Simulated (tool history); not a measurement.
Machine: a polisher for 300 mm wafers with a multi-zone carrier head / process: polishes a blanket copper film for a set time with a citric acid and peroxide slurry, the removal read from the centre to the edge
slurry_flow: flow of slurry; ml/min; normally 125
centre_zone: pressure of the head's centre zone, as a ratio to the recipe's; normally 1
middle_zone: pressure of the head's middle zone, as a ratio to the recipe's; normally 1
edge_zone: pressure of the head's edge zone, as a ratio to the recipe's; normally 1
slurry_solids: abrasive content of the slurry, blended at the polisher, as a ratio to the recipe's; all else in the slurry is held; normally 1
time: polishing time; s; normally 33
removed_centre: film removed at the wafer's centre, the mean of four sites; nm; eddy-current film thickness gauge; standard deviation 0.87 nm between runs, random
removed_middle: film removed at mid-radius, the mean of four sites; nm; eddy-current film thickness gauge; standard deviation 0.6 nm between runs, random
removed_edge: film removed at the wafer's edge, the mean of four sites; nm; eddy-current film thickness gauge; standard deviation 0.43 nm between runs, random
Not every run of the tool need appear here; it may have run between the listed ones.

| run | day | slurry_flow | centre_zone | middle_zone | edge_zone | slurry_solids | time | incoming thickness of the incoming film, nm | removed_centre | removed_middle | removed_edge |
|---|---|---|---|---|---|---|---|---|---|---|---|
| 1 | 0 | 125 | 1 | 1 | 0.92 | 1 | 23 | 698.8 | 42.7 | 43.2 | 41.8 |
| 2 | 0.654 | 125 | 1.1 | 0.92 | 1 | 1 | 33 | 695 | 67.1 | 56.6 | 62.7 |
| 3 | 0.912 | 125 | 1.1 | 0.92 | 1 | 1 | 33 | 687.1 | 67.7 | 56.2 | 62.4 |
|  | 2.696 | worn pad replaced by a new one |
| 4 | 2.95 | 125 | 0.93 | 1 | 1 | 1 | 33 | 679 | 56.8 | 59.6 | 61.5 |
|  | 3.483 | edge zone pressure recalibrated |
| 5 | 3.504 | 125 | 1 | 1 | 1 | 1 | 33 | 684.6 | 61.3 | 58.3 | 61.6 |
| 6 | 3.946 | 125 | 1 | 1 | 1 | 1 | 33 | 679.6 | 61.2 | 58.1 | 61.7 |
| 7 | 4.45 | 125 | 0.97 | 1 | 1 | 1 | 33 | 690.9 | 57.7 | 58.6 | 61.5 |
| 8 | 5 | 125 | 0.97 | 1 | 1 | 1 | 33 | 680.7 | 58.9 | 58.3 | 61.7 |
| 9 | 5.638 | 85 | 1 | 1 | 1 | 1.1 | 39 | 697.1 | 61.3 | 60.5 | 67 |
|  | 6 | centre zone pressure recalibrated |
|  | 6.212 | worn pad replaced by a new one |
| 10 | 6.233 | 85 | 1 | 1 | 1.04 | 1 | 33 | 699.9 | 50.4 | 49.6 | 57 |
| 11 | 6.496 | 95 | 1 | 1.1 | 1.1 | 1 | 24 | 693.9 | 39.4 | 41.6 | 43.2 |
| 12 | 7.162 | 125 | 1.09 | 1 | 0.93 | 1 | 33 | 696.1 | 63.6 | 56.7 | 57.8 |
| 13 | 7.592 | 110 | 0.94 | 1 | 1 | 1 | 33 | 683.9 | 51.8 | 53.1 | 58.5 |
| 14 | 8.104 | 125 | 1 | 1 | 1 | 1 | 33 | 679.1 | 57.8 | 56.7 | 59.6 |
| 15 | 8.396 | 145 | 1 | 1 | 1 | 0.75 | 33 | 697 | 58.8 | 55.9 | 58.6 |
|  | 8.554 | slurry nozzle cleaned |
|  | 8.954 | carrier head's membrane replaced by a new one |
| 16 | 9.05 | 95 | 1 | 1 | 0.91 | 1 | 33 | 676.1 | 59.7 | 57 | 57.4 |
|  | 9.575 | worn pad replaced by a new one |
| 17 | 9.792 | 125 | 1 | 1 | 1 | 1 | 33 | 681 | 64.7 | 62.7 | 64.2 |
| 18 | 10.488 | 125 | 1 | 1 | 1 | 1 | 33 | 690.4 | 62.6 | 62.2 | 63.7 |
| 19 | 10.833 | 105 | 0.92 | 1 | 1 | 1 | 33 | 676.8 | 54.7 | 59.6 | 61.6 |
| 20 | 11.204 | 125 | 1 | 1 | 1.1 | 1 | 33 | 701.8 | 63.4 | 61.4 | 66.7 |
| 21 | 11.883 | 105 | 1.05 | 1 | 1.06 | 1 | 25 | 686 | 48.1 | 44.9 | 48.3 |
| 22 | 12.629 | 125 | 1 | 1 | 1 | 1 | 33 | 684 | 63.8 | 61.8 | 64.4 |
|  | 13.05 | worn pad replaced by a new one |
| 23 | 13.071 | 125 | 1.04 | 1 | 1 | 1.15 | 38 | 680.7 | 76.6 | 72.8 | 74.8 |

Same runs, no hidden state in the tool, same run-to-run variation:
Hidden state at play: removal rate lost through wear of the pad, %; slurry flow missing at the pad, %; deviation of the centre zone's pressure from its setpoint, %; deviation of the edge zone's pressure from its setpoint, %.
| run | removed_centre | removed_middle | removed_edge |
|---|---|---|---|
| 1 | 44 | 44.4 | 42.6 |
| 2 | 69.4 | 58.4 | 64.1 |
| 3 | 70.3 | 58 | 63.9 |
| 4 | 59.9 | 62.5 | 63.6 |
| 5 | 65 | 61.4 | 63.9 |
| 6 | 65.2 | 61.4 | 64.1 |
| 7 | 61.8 | 62.2 | 64.1 |
| 8 | 63.4 | 62.2 | 64.6 |
| 9 | 69.1 | 67 | 71.5 |
| 10 | 57.5 | 55.5 | 61.2 |
| 11 | 44.6 | 46.2 | 46.3 |
| 12 | 70.7 | 62.2 | 61.5 |
| 13 | 58.9 | 59.2 | 62.9 |
| 14 | 65.3 | 63 | 64.1 |
| 15 | 65.6 | 61.6 | 62.7 |
| 16 | 60.2 | 57.4 | 57.7 |
| 17 | 65.1 | 63.1 | 64.5 |
| 18 | 63.1 | 62.7 | 64 |
| 19 | 55.2 | 60.1 | 62 |
| 20 | 63.9 | 61.9 | 67 |
| 21 | 48.6 | 45.3 | 48.6 |
| 22 | 64.5 | 62.4 | 64.8 |
| 23 | 77.5 | 73.6 | 75.4 |

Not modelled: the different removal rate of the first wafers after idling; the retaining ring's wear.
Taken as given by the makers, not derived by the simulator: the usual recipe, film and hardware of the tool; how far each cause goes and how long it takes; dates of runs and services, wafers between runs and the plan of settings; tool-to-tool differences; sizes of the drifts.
